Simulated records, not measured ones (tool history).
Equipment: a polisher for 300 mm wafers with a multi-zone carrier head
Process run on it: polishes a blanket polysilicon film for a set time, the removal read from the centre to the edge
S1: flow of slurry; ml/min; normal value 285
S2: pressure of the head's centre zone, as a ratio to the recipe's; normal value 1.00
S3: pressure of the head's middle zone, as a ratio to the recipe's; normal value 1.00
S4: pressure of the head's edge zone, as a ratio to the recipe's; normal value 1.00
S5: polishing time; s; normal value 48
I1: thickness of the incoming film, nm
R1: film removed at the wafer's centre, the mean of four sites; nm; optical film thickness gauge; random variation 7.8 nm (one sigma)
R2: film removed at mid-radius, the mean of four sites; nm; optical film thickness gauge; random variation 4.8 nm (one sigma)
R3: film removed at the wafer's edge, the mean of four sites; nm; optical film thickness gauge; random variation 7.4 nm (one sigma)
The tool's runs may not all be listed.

| run | hour | S1 | S2 | S3 | S4 | S5 | I1 | R1 | R2 | R3 |
|---|---|---|---|---|---|---|---|---|---|---|
| 1 | 0.0 | 285 | 1.00 | 1.00 | 1.00 | 48 | 2048.0 | 770.5 | 753.5 | 765.8 |
| 2 | 16.4 | 285 | 1.00 | 1.00 | 1.00 | 48 | 1998.0 | 782.1 | 753.9 | 765.2 |
|  | 34.8 | worn pad replaced by a new one |
| 3 | 55.6 | 285 | 1.00 | 1.00 | 1.00 | 59 | 1992.7 | 932.8 | 930.0 | 937.9 |
| 4 | 68.9 | 285 | 1.00 | 1.00 | 1.00 | 59 | 2031.4 | 950.1 | 914.5 | 933.6 |
| 5 | 88.6 | 285 | 1.00 | 1.00 | 1.00 | 39 | 1974.7 | 618.3 | 612.0 | 611.3 |
| 6 | 120.0 | 285 | 1.00 | 1.00 | 1.00 | 39 | 1984.4 | 612.2 | 606.7 | 612.4 |
| 7 | 141.8 | 285 | 1.00 | 1.00 | 1.00 | 39 | 1984.6 | 609.5 | 606.6 | 607.9 |
| 8 | 171.7 | 285 | 1.00 | 1.00 | 1.00 | 48 | 1999.4 | 742.3 | 754.5 | 753.5 |
|  | 188.2 | worn pad replaced by a new one |
| 9 | 190.4 | 285 | 1.00 | 1.00 | 1.00 | 48 | 2013.7 | 749.2 | 741.9 | 752.0 |
|  | 205.9 | carrier head's membrane replaced by a new one |
| 10 | 206.4 | 285 | 1.00 | 1.00 | 1.11 | 48 | 1979.3 | 751.6 | 744.3 | 780.1 |
|  | 269.8 | edge zone pressure recalibrated |
|  | 287.7 | slurry nozzle cleaned |
| 11 | 308.5 | 285 | 1.00 | 1.11 | 1.00 | 48 | 2030.0 | 787.9 | 839.9 | 773.3 |
|  | 337.3 | worn pad replaced by a new one |
| 12 | 339.9 | 285 | 1.00 | 1.00 | 1.00 | 48 | 1990.3 | 799.8 | 780.6 | 777.3 |
| 13 | 369.0 | 285 | 1.00 | 1.00 | 1.00 | 48 | 1992.7 | 789.8 | 778.9 | 775.5 |
| 14 | 386.0 | 375 | 1.00 | 0.92 | 1.09 | 43 | 2047.3 | 724.3 | 669.7 | 737.6 |
|  | 398.1 | centre zone pressure recalibrated |
| 15 | 478.4 | 285 | 1.00 | 1.00 | 1.00 | 48 | 2036.2 | 780.1 | 770.9 | 775.5 |
|  | 495.0 | worn pad replaced by a new one |
| 16 | 495.5 | 285 | 1.00 | 1.00 | 1.00 | 48 | 2029.3 | 790.5 | 772.6 | 776.3 |
| 17 | 518.0 | 285 | 1.00 | 1.00 | 1.00 | 42 | 2014.8 | 693.1 | 665.3 | 675.6 |
| 18 | 539.9 | 285 | 1.08 | 0.93 | 1.11 | 36 | 2025.1 | 632.5 | 539.4 | 615.9 |
| 19 | 563.4 | 230 | 1.07 | 1.00 | 1.00 | 56 | 1967.5 | 955.9 | 878.7 | 886.2 |
| 20 | 578.0 | 285 | 1.05 | 1.07 | 1.11 | 48 | 2006.3 | 816.8 | 812.7 | 832.5 |
| 21 | 593.0 | 255 | 1.00 | 0.95 | 1.09 | 35 | 2001.1 | 559.6 | 528.4 | 580.1 |

Consider 5 possible next runs. They are alternatives, not a sequence: every one starts from the tool as it was left by run 21. What does each give?
| A | 593.4 | 285 | 1.00 | 1.00 | 0.91 | 48 | 2017.6 | ? | ? | ? |
| B | 593.4 | 285 | 1.00 | 1.00 | 0.89 | 35 | 2017.6 | ? | ? | ? |
| C | 593.4 | 285 | 1.00 | 1.10 | 1.05 | 48 | 2017.6 | ? | ? | ? |
| D | 593.4 | 350 | 1.00 | 1.00 | 1.00 | 48 | 2017.6 | ? | ? | ? |
| E | 593.4 | 255 | 0.95 | 1.03 | 1.00 | 48 | 2017.6 | ? | ? | ? |

| run | R1 | R2 | R3 |
|---|---|---|---|
| A | 779.6 | 768.9 | 728.6 |
| B | 568.5 | 560.7 | 525.9 |
| C | 780.2 | 833.7 | 779.1 |
| D | 799.0 | 786.1 | 774.7 |
| E | 728.7 | 777.2 | 753.2 |
Stripped of hidden state, with their random variation kept, the same runs would have yielded:
| run | R1 | R2 | R3 |
|---|---|---|---|
| A | 787.2 | 775.7 | 733.4 |
| B | 574.0 | 565.6 | 529.4 |
| C | 787.7 | 841.0 | 784.2 |
| D | 805.2 | 791.6 | 778.9 |
| E | 736.7 | 784.9 | 758.8 |
